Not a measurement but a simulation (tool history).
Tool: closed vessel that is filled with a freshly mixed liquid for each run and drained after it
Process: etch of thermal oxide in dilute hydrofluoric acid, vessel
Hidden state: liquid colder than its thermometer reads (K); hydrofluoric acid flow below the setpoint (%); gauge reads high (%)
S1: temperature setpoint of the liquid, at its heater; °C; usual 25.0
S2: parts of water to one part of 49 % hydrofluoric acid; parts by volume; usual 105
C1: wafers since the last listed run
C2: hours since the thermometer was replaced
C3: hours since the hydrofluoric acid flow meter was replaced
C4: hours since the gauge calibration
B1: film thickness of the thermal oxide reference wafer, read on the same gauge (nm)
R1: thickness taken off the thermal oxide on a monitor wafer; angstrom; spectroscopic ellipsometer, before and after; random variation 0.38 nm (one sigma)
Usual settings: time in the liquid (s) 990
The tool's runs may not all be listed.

{"run": 1, "hour": 0.0, "S1": 25.0, "S2": 105, "time in the liquid (s)": 1465, "C1": 0, "C2": 658.1, "C3": 732.5, "C4": 36.3, "B1": 120.01, "R1": 706.1}
{"run": 2, "hour": 16.8, "S1": 25.0, "S2": 105, "time in the liquid (s)": 1465, "C1": 631, "C2": 674.9, "C3": 749.3, "C4": 53.1, "B1": 120.03, "R1": 709.3}
{"run": 3, "hour": 34.3, "S1": 25.0, "S2": 105, "time in the liquid (s)": 1465, "C1": 657, "C2": 692.4, "C3": 766.8, "C4": 70.6, "B1": 120.01, "R1": 697.9}
{"run": 4, "hour": 44.3, "S1": 25.0, "S2": 105, "time in the liquid (s)": 990, "C1": 375, "C2": 702.4, "C3": 776.8, "C4": 80.6, "B1": 119.98, "R1": 478.9}
{"run": 5, "hour": 60.4, "S1": 25.0, "S2": 105, "time in the liquid (s)": 990, "C1": 604, "C2": 718.5, "C3": 792.9, "C4": 96.7, "B1": 119.99, "R1": 477.7}
{"run": 6, "hour": 74.4, "S1": 25.0, "S2": 105, "time in the liquid (s)": 990, "C1": 526, "C2": 732.5, "C3": 806.9, "C4": 110.7, "B1": 119.98, "R1": 472.5}
{"run": 7, "hour": 80.8, "S1": 25.0, "S2": 105, "time in the liquid (s)": 990, "C1": 240, "C2": 738.9, "C3": 813.3, "C4": 117.1, "B1": 120.01, "R1": 478.8}
{"run": 8, "hour": 95.3, "S1": 25.0, "S2": 105, "time in the liquid (s)": 990, "C1": 544, "C2": 753.4, "C3": 827.8, "C4": 131.6, "B1": 119.99, "R1": 476.2}
{"run": 9, "hour": 102.3, "S1": 25.0, "S2": 105, "time in the liquid (s)": 990, "C1": 263, "C2": 760.4, "C3": 834.8, "C4": 138.6, "B1": 119.98, "R1": 476.8}
{"run": 10, "hour": 117.8, "S1": 22.0, "S2": 80, "time in the liquid (s)": 990, "C1": 582, "C2": 775.9, "C3": 850.3, "C4": 154.1, "B1": 119.98, "R1": 567.4}
{"hour": 130.0, "done": "gauge calibrated"}
{"run": 11, "hour": 134.2, "S1": 25.0, "S2": 120, "time in the liquid (s)": 990, "C1": 616, "C2": 792.3, "C3": 866.7, "C4": 4.2, "B1": 120.01, "R1": 410.6}
{"run": 12, "hour": 142.6, "S1": 22.0, "S2": 90, "time in the liquid (s)": 990, "C1": 315, "C2": 800.7, "C3": 875.1, "C4": 12.6, "B1": 120.0, "R1": 505.4}
{"run": 13, "hour": 158.4, "S1": 25.0, "S2": 135, "time in the liquid (s)": 1350, "C1": 593, "C2": 816.5, "C3": 890.9, "C4": 28.4, "B1": 120.0, "R1": 490.0}
{"run": 14, "hour": 170.3, "S1": 29.5, "S2": 150, "time in the liquid (s)": 990, "C1": 447, "C2": 828.4, "C3": 902.8, "C4": 40.3, "B1": 120.0, "R1": 368.1}
{"run": 15, "hour": 187.0, "S1": 25.0, "S2": 105, "time in the liquid (s)": 785, "C1": 627, "C2": 845.1, "C3": 919.5, "C4": 57.0, "B1": 120.0, "R1": 376.5}
{"hour": 200.0, "done": "hydrofluoric acid flow meter replaced"}
{"run": 16, "hour": 203.7, "S1": 25.0, "S2": 105, "time in the liquid (s)": 990, "C1": 589, "C2": 861.8, "C3": 3.7, "C4": 73.7, "B1": 120.0, "R1": 476.3}
{"run": 17, "hour": 215.8, "S1": 29.5, "S2": 80, "time in the liquid (s)": 1265, "C1": 454, "C2": 873.9, "C3": 15.8, "C4": 85.8, "B1": 120.02, "R1": 990.7}
{"hour": 222.8, "done": "thermometer replaced"}
{"run": 18, "hour": 225.1, "S1": 29.5, "S2": 80, "time in the liquid (s)": 1265, "C1": 311, "C2": 2.3, "C3": 25.1, "C4": 95.1, "B1": 120.0, "R1": 979.7}
{"run": 19, "hour": 232.7, "S1": 23.0, "S2": 140, "time in the liquid (s)": 1520, "C1": 285, "C2": 9.9, "C3": 32.7, "C4": 102.7, "B1": 119.96, "R1": 483.0}
{"run": 20, "hour": 244.9, "S1": 22.5, "S2": 130, "time in the liquid (s)": 990, "C1": 458, "C2": 22.1, "C3": 44.9, "C4": 114.9, "B1": 120.0, "R1": 337.8}
{"run": 21, "hour": 256.3, "S1": 28.5, "S2": 105, "time in the liquid (s)": 990, "C1": 428, "C2": 33.5, "C3": 56.3, "C4": 126.3, "B1": 119.97, "R1": 554.6}
{"run": 22, "hour": 267.6, "S1": 21.5, "S2": 65, "time in the liquid (s)": 990, "C1": 424, "C2": 44.8, "C3": 67.6, "C4": 137.6, "B1": 119.97, "R1": 699.7}
{"run": 23, "hour": 279.1, "S1": 25.0, "S2": 105, "time in the liquid (s)": 445, "C1": 432, "C2": 56.3, "C3": 79.1, "C4": 149.1, "B1": 119.98, "R1": 214.7}
{"run": 24, "hour": 291.1, "S1": 27.0, "S2": 80, "time in the liquid (s)": 670, "C1": 450, "C2": 68.3, "C3": 91.1, "C4": 161.1, "B1": 119.99, "R1": 470.4}

Forecast each of these 3 alternatives for the next run:
{"run": "A", "hour": 292.0, "S1": 25.0, "S2": 105, "time in the liquid (s)": 990, "C1": 33, "C2": 69.2, "C3": 92.0, "C4": 162.0, "B1": "?", "R1": "?"}
{"run": "B", "hour": 292.0, "S1": 25.0, "S2": 105, "time in the liquid (s)": 1370, "C1": 33, "C2": 69.2, "C3": 92.0, "C4": 162.0, "B1": "?", "R1": "?"}
{"run": "C", "hour": 292.0, "S1": 25.0, "S2": 145, "time in the liquid (s)": 1250, "C1": 33, "C2": 69.2, "C3": 92.0, "C4": 162.0, "B1": "?", "R1": "?"}

run=A B1=120.00 R1=476.4
run=B B1=120.00 R1=659.3
run=C B1=120.00 R1=415.0
Without the tool's hidden state the same runs would have given:
run=A R1=476.4
run=B R1=659.3
run=C R1=415.0
